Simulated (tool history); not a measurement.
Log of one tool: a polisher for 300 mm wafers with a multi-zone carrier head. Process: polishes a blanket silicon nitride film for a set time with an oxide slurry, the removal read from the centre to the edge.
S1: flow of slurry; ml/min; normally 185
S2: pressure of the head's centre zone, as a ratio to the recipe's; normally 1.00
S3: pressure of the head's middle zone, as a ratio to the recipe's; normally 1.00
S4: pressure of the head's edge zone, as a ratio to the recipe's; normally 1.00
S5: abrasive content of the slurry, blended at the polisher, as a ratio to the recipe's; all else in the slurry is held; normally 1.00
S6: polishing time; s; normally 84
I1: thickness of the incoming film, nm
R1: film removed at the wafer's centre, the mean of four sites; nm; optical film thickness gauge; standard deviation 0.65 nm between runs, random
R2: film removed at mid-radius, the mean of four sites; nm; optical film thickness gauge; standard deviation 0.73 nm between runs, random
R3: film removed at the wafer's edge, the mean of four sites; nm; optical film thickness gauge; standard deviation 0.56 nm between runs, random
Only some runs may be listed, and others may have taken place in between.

Run 1, hour 0.0: usual settings; I1 401.6. Result: R1 52.4 nm, R2 53.4 nm, R3 53.2 nm.
Run 2, hour 6.1: usual settings; I1 392.7. Result: R1 53.3 nm, R2 51.9 nm, R3 52.7 nm.
Run 3, hour 14.7: usual settings but S4 0.95, S6 105 s; I1 395.7. Result: R1 67.2 nm, R2 67.4 nm, R3 64.5 nm.
Run 4, hour 26.1: usual settings but S1 135 ml/min, S4 1.07; I1 400.5. Result: R1 50.0 nm, R2 51.0 nm, R3 52.3 nm.
At hour 45.6: worn pad replaced by a new one.
Run 5, hour 46.1: usual settings but S1 140 ml/min, S3 1.05, S4 0.95, S6 95 s; I1 393.4. Result: R1 57.1 nm, R2 61.1 nm, R3 58.0 nm.
Run 6, hour 51.2: usual settings but S2 0.95, S6 105 s; I1 403.9. Result: R1 64.5 nm, R2 66.5 nm, R3 66.4 nm.
Run 7, hour 68.6: usual settings but S3 1.11, S4 1.04; I1 398.6. Result: R1 52.4 nm, R2 57.7 nm, R3 53.8 nm.
At hour 78.9: centre zone pressure recalibrated.
Run 8, hour 79.4: usual settings but S3 1.05, S4 1.09, S5 0.85; I1 397.8. Result: R1 49.4 nm, R2 51.1 nm, R3 50.6 nm.
Run 9, hour 87.7: usual settings but S2 0.90, S3 1.08, S4 1.09, S5 0.80; I1 394.6. Result: R1 43.7 nm, R2 51.4 nm, R3 48.8 nm.
Run 10, hour 100.8: usual settings but S1 205 ml/min, S2 1.07, S4 0.96, S6 103 s; I1 394.2. Result: R1 69.2 nm, R2 65.5 nm, R3 63.3 nm.
At hour 103.4: slurry nozzle cleaned.
Run 11, hour 113.3: usual settings; I1 395.7. Result: R1 51.7 nm, R2 54.0 nm, R3 52.3 nm.
Run 12, hour 123.0: usual settings but S2 1.10, S6 111 s; I1 399.1. Result: R1 75.8 nm, R2 68.6 nm, R3 69.5 nm.
Run 13, hour 135.3: usual settings but S2 0.93, S4 0.88, S6 104 s; I1 396.8. Result: R1 61.5 nm, R2 66.0 nm, R3 61.9 nm.
Run 14, hour 148.3: usual settings but S3 1.04, S6 100 s; I1 402.8. Result: R1 61.6 nm, R2 65.7 nm, R3 63.2 nm.
At hour 154.8: worn pad replaced by a new one.
Run 15, hour 161.3: usual settings but S2 0.93, S4 1.07; I1 407.9. Result: R1 51.0 nm, R2 54.6 nm, R3 53.3 nm.
Run 16, hour 170.9: usual settings but S1 150 ml/min, S2 0.89, S4 0.90; I1 395.1. Result: R1 47.4 nm, R2 51.8 nm, R3 50.4 nm.
At hour 186.0: carrier head's membrane replaced by a new one.
Run 17, hour 208.9: usual settings but S1 245 ml/min, S3 1.08, S5 0.75; I1 404.9. Result: R1 47.1 nm, R2 51.5 nm, R3 46.3 nm.
Run 18, hour 223.5: usual settings; I1 405.0. Result: R1 51.9 nm, R2 52.7 nm, R3 53.5 nm.
Run 19, hour 239.8: usual settings; I1 399.9. Result: R1 53.0 nm, R2 51.7 nm, R3 52.9 nm.
Run 20, hour 255.7: usual settings; I1 396.9. Result: R1 54.6 nm, R2 52.9 nm, R3 52.8 nm.
At hour 266.3: worn pad replaced by a new one.
Run 21, hour 266.8: usual settings; I1 390.4. Result: R1 52.3 nm, R2 51.7 nm, R3 52.9 nm.
Run 22, hour 274.9: usual settings but S1 130 ml/min, S3 1.04, S4 0.93; I1 399.1. Result: R1 51.3 nm, R2 52.4 nm, R3 50.6 nm.
Run 23, hour 288.6: usual settings; I1 401.3. Result: R1 52.6 nm, R2 52.7 nm, R3 53.9 nm.

3 ways to go on from here, each from the tool as it stands after run 23. What would each give?
Run A, hour 289.0: usual settings but S4 1.11; I1 408.6. Result: R1 ?, R2 ?, R3 ?.
Run B, hour 289.0: usual settings but S4 0.92; I1 408.6. Result: R1 ?, R2 ?, R3 ?.
Run C, hour 289.0: usual settings but S2 0.97, S3 0.91, S4 1.04; I1 408.6. Result: R1 ?, R2 ?, R3 ?.

run    R1    R2    R3
  A  52.8  52.5  55.3
  B  52.8  52.5  51.8
  C  51.7  48.5  54.1
The same runs, with their run-to-run variation unchanged, on a tool lacking any hidden condition would have given:
run    R1    R2    R3
  A  52.8  52.5  55.3
  B  52.8  52.5  51.8
  C  51.7  48.5  54.1
